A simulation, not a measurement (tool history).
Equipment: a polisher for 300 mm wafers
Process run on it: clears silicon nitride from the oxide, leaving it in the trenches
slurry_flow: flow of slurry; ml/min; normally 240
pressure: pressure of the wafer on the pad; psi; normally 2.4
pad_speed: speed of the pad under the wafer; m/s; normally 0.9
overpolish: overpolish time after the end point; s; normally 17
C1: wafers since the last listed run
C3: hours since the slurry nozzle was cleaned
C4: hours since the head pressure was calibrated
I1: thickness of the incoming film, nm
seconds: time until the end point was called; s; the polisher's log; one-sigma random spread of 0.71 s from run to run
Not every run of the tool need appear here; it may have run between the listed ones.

{"run": 1, "hour": 0.0, "slurry_flow": 240, "pressure": 2.4, "pad_speed": 0.9, "overpolish": 17, "C1": 0, "wafers polished on this pad": 1269, "C3": 494.5, "C4": 891.5, "I1": 86, "seconds": 172.5}
{"run": 2, "hour": 10.1, "slurry_flow": 240, "pressure": 2.4, "pad_speed": 0.9, "overpolish": 17, "C1": 70, "wafers polished on this pad": 1340, "C3": 504.6, "C4": 901.6, "I1": 85.8, "seconds": 173.5}
{"run": 3, "hour": 21.7, "slurry_flow": 240, "pressure": 2.4, "pad_speed": 0.9, "overpolish": 17, "C1": 81, "wafers polished on this pad": 1422, "C3": 516.2, "C4": 913.2, "I1": 85.9, "seconds": 173.5}
{"run": 4, "hour": 35.4, "slurry_flow": 240, "pressure": 2.4, "pad_speed": 0.9, "overpolish": 17, "C1": 96, "wafers polished on this pad": 1518, "C3": 529.9, "C4": 926.9, "I1": 85.9, "seconds": 173.3}
{"run": 5, "hour": 43.3, "slurry_flow": 240, "pressure": 2.8, "pad_speed": 0.9, "overpolish": 17, "C1": 55, "wafers polished on this pad": 1574, "C3": 537.8, "C4": 934.8, "I1": 86.3, "seconds": 150}
{"hour": 47.3, "done": "head pressure recalibrated"}
{"hour": 50.0, "done": "worn pad replaced by a new one"}
{"run": 6, "hour": 50.5, "slurry_flow": 240, "pressure": 2.8, "pad_speed": 0.9, "overpolish": 17, "C1": 17, "wafers polished on this pad": 3, "C3": 545, "C4": 3.2, "I1": 84, "seconds": 119.8}
{"run": 7, "hour": 65.7, "slurry_flow": 240, "pressure": 2.8, "pad_speed": 0.9, "overpolish": 17, "C1": 106, "wafers polished on this pad": 110, "C3": 560.2, "C4": 18.4, "I1": 85.4, "seconds": 124}
{"run": 8, "hour": 75.0, "slurry_flow": 240, "pressure": 2.4, "pad_speed": 0.9, "overpolish": 27, "C1": 65, "wafers polished on this pad": 175, "C3": 569.5, "C4": 27.7, "I1": 85.4, "seconds": 145.5}
{"hour": 81.2, "done": "slurry nozzle cleaned"}
{"run": 9, "hour": 88.7, "slurry_flow": 240, "pressure": 2.4, "pad_speed": 1, "overpolish": 26, "C1": 89, "wafers polished on this pad": 264, "C3": 7.5, "C4": 41.4, "I1": 84.4, "seconds": 129.1}
{"run": 10, "hour": 106.7, "slurry_flow": 295, "pressure": 2.6, "pad_speed": 1.18, "overpolish": 17, "C1": 126, "wafers polished on this pad": 391, "C3": 25.5, "C4": 59.4, "I1": 84, "seconds": 100.6}
{"run": 11, "hour": 121.2, "slurry_flow": 240, "pressure": 2.4, "pad_speed": 0.9, "overpolish": 17, "C1": 101, "wafers polished on this pad": 492, "C3": 40, "C4": 73.9, "I1": 86, "seconds": 150.4}
{"run": 12, "hour": 131.3, "slurry_flow": 240, "pressure": 1.6, "pad_speed": 0.9, "overpolish": 17, "C1": 70, "wafers polished on this pad": 563, "C3": 50.1, "C4": 84, "I1": 85.8, "seconds": 226.9}
{"run": 13, "hour": 140.1, "slurry_flow": 240, "pressure": 2.4, "pad_speed": 0.9, "overpolish": 17, "C1": 61, "wafers polished on this pad": 625, "C3": 58.9, "C4": 92.8, "I1": 85.7, "seconds": 150.8}
{"run": 14, "hour": 150.7, "slurry_flow": 285, "pressure": 1.9, "pad_speed": 1.06, "overpolish": 11, "C1": 74, "wafers polished on this pad": 700, "C3": 69.5, "C4": 103.4, "I1": 84, "seconds": 155.8}

Some steps in seconds between neighbouring runs. How much of each would the tool show without its hidden state too (settings, what came in, random variation), and how much is left for the hidden state, with any gauge scatter that isn't in both results?
Hidden conditions of the tool in this case: removal rate lost through wear of the pad, %; slurry flow missing at the pad, %; deviation of the head's pressure from its setpoint, %.
Run 5 -> 6: head pressure recalibrated, worn pad replaced by a new one. seconds -30.2 s: hidden state -26.8, all else -3.4.
Run 11 -> 12: pressure 2.4 -> 1.6. seconds +76.5 s: hidden state +5.2, all else +71.3.

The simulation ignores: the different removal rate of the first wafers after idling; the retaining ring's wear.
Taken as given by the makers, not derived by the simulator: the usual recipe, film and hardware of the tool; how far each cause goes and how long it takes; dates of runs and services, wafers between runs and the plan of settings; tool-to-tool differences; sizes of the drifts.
